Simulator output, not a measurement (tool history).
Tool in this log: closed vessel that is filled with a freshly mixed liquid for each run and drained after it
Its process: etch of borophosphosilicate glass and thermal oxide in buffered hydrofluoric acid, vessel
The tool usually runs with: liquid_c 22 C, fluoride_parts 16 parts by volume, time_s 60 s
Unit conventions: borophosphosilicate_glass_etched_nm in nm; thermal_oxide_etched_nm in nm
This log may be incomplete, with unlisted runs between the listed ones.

| run | hour | liquid_c | fluoride_parts | time_s | read-back film thickness of the borophosphosilicate glass reference wafer, read on the same gauge (nm) | read-back film thickness of the thermal oxide reference wafer, read on the same gauge (nm) | borophosphosilicate_glass_etched_nm | thermal_oxide_etched_nm |
|---|---|---|---|---|---|---|---|---|
| 1 | 0 | 22 | 14 | 60 | 70.02 | 110.02 | 95.23 | 53.05 |
|  | 8.6 | thermometer replaced |
| 2 | 9.1 | 22 | 16 | 60 | 70 | 110 | 73.61 | 41.37 |
|  | 21.3 | hydrofluoric acid flow meter replaced |
| 3 | 43.7 | 22 | 16 | 60 | 70.01 | 109.96 | 73.44 | 39.93 |
| 4 | 53.5 | 24 | 13.5 | 60 | 70.03 | 110.03 | 97.32 | 54.42 |
| 5 | 66.1 | 25.5 | 14.5 | 60 | 69.98 | 110 | 97.87 | 54.12 |
| 6 | 81.1 | 18 | 13 | 30 | 70.02 | 109.99 | 36.23 | 20.03 |
| 7 | 96.9 | 17.5 | 11 | 30 | 70.03 | 109.98 | 41.54 | 22.64 |
| 8 | 107.4 | 22 | 16 | 60 | 70.04 | 109.98 | 74.24 | 41 |
| 9 | 124 | 23.5 | 10.5 | 85 | 70.05 | 109.97 | 173.68 | 93.67 |
| 10 | 135.5 | 22 | 16 | 30 | 69.98 | 110.01 | 37.24 | 20.09 |
| 11 | 144.4 | 17.5 | 16 | 60 | 70.03 | 110.02 | 57.77 | 32.31 |
| 12 | 161 | 26.5 | 19 | 30 | 69.97 | 109.95 | 39.76 | 22.29 |
| 13 | 178.1 | 22 | 16 | 60 | 70 | 110.01 | 74.21 | 40.45 |
| 14 | 185.3 | 22 | 16 | 60 | 70.01 | 109.99 | 74.47 | 40.99 |
|  | 190.9 | gauge calibrated |
| 15 | 192.8 | 20.5 | 16 | 40 | 69.98 | 110.03 | 45.76 | 25.25 |
| 16 | 208.7 | 26 | 22 | 35 | 70.01 | 110.02 | 40.61 | 22.71 |
| 17 | 225.1 | 22 | 16 | 60 | 70 | 109.97 | 74.26 | 40.75 |
| 18 | 240.2 | 22 | 16 | 75 | 70.01 | 110 | 92.75 | 51.57 |
| 19 | 250.1 | 22 | 16 | 60 | 70.01 | 110.01 | 74.25 | 40.98 |
| 20 | 266.6 | 20 | 13 | 35 | 70 | 110.01 | 48.07 | 26.42 |
| 21 | 279.2 | 22 | 12.5 | 95 | 69.96 | 110.02 | 150.02 | 83.47 |
| 22 | 291.7 | 20 | 20 | 35 | 70.02 | 110.04 | 31.15 | 17.17 |
| 23 | 308.7 | 22 | 16 | 85 | 69.96 | 110.02 | 106.25 | 57.98 |

Estimate the outcome of run 24 from the log above:
| 24 | 325.9 | 22 | 10.5 | 90 | ? | ? | ? | ? |

{"run 24": {"read-back film thickness of the borophosphosilicate glass reference wafer, read on the same gauge (nm)": 69.98, "read-back film thickness of the thermal oxide reference wafer, read on the same gauge (nm)": 109.96, "borophosphosilicate_glass_etched_nm": 168.54, "thermal_oxide_etched_nm": 92.34}}
If the tool had no hidden condition, the same run with the same run-to-run variation would have returned borophosphosilicate_glass_etched_nm 164.1 nm, thermal_oxide_etched_nm 89.88 nm.

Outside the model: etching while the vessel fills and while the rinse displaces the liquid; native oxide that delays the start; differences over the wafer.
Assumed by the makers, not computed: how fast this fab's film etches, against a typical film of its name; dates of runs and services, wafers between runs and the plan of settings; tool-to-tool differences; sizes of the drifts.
